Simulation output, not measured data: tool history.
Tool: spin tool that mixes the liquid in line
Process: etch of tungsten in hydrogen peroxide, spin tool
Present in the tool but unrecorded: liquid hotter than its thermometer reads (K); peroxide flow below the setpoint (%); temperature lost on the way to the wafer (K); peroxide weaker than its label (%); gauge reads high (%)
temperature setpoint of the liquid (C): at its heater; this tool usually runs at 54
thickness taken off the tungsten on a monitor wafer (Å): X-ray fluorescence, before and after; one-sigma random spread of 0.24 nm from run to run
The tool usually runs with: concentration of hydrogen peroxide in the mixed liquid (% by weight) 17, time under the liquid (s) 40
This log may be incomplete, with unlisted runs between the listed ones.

run,hour,temperature setpoint of the liquid (C),concentration of hydrogen peroxide in the mixed liquid (% by weight),time under the liquid (s),wafers since the last listed run,hours since the thermometer was replaced,hours since the peroxide flow meter was replaced,hours since the heated supply line was repaired,hours since the drum of peroxide was connected,hours since the gauge calibration,"read-back film thickness of the tungsten reference wafer, read on the same gauge (nm)",thickness taken off the tungsten on a monitor wafer (Å)
1,0,54,15.5,40,0,747,533.4,1386.2,294.9,633,30.01,384.9
# hour 54.9: new drum of peroxide connected
2,60.7,54,15.5,40,621,807.7,594.1,1446.9,5.8,693.7,30,400
3,96.9,54,15.5,40,376,843.9,630.3,1483.1,42,729.9,29.98,395.3
4,177.4,52,17,40,838,924.4,710.8,1563.6,122.5,810.4,29.96,362
5,242.8,52,17,40,680,989.8,776.2,1629,187.9,875.8,30.01,361.6
6,329.9,60,17,40,906,1076.9,863.3,1716.1,275,962.9,29.97,575
# hour 389.3: new drum of peroxide connected
7,401.3,54,17,40,733,1148.3,934.7,1787.5,12,1034.3,30.01,416.2
8,478.7,54,17,40,805,1225.7,1012.1,1864.9,89.4,1111.7,29.99,416.2
9,543.2,54,17,40,671,1290.2,1076.6,1929.4,153.9,1176.2,29.99,409.5
10,584.2,57,17,40,426,1331.2,1117.6,1970.4,194.9,1217.2,29.97,488.1
11,621.5,54,17,60,388,1368.5,1154.9,2007.7,232.2,1254.5,29.98,610.7
# hour 636.6: gauge calibrated
12,693.7,51,17,40,751,1440.7,1227.1,2079.9,304.4,57.1,29.98,337
# hour 744.3: new drum of peroxide connected
# hour 754.7: peroxide flow meter replaced
# hour 780.6: heated supply line repaired
13,794.9,54,17,20,1022,1541.9,40.2,14.3,50.6,158.3,29.99,205.1
# hour 804.4: thermometer replaced
14,841.3,54,17,40,472,36.9,86.6,60.7,97,204.7,30,413
15,921.1,54,21,40,830,116.7,166.4,140.5,176.8,284.5,30.01,456.2
# hour 1021.5: new drum of peroxide connected
16,1023.8,61,20,50,1058,219.4,269.1,243.2,2.3,387.2,29.98,851.5

Forecast each of these 4 alternatives for the next run:
A,1024.2,54,17,40,4,219.8,269.5,243.6,2.7,387.6,?,?
B,1024.2,63.5,19,40,4,219.8,269.5,243.6,2.7,387.6,?,?
C,1024.2,58.5,20,60,4,219.8,269.5,243.6,2.7,387.6,?,?
D,1024.2,44.5,17,40,4,219.8,269.5,243.6,2.7,387.6,?,?

run,"read-back film thickness of the tungsten reference wafer, read on the same gauge (nm)",thickness taken off the tungsten on a monitor wafer (Å)
A,30.01,417.5
B,30.01,765.4
C,30.01,885.1
D,30.01,233
Without the tool's hidden state the same runs would have given:
run,thickness taken off the tungsten on a monitor wafer (Å)
A,420.5
B,771
C,891.5
D,234.6

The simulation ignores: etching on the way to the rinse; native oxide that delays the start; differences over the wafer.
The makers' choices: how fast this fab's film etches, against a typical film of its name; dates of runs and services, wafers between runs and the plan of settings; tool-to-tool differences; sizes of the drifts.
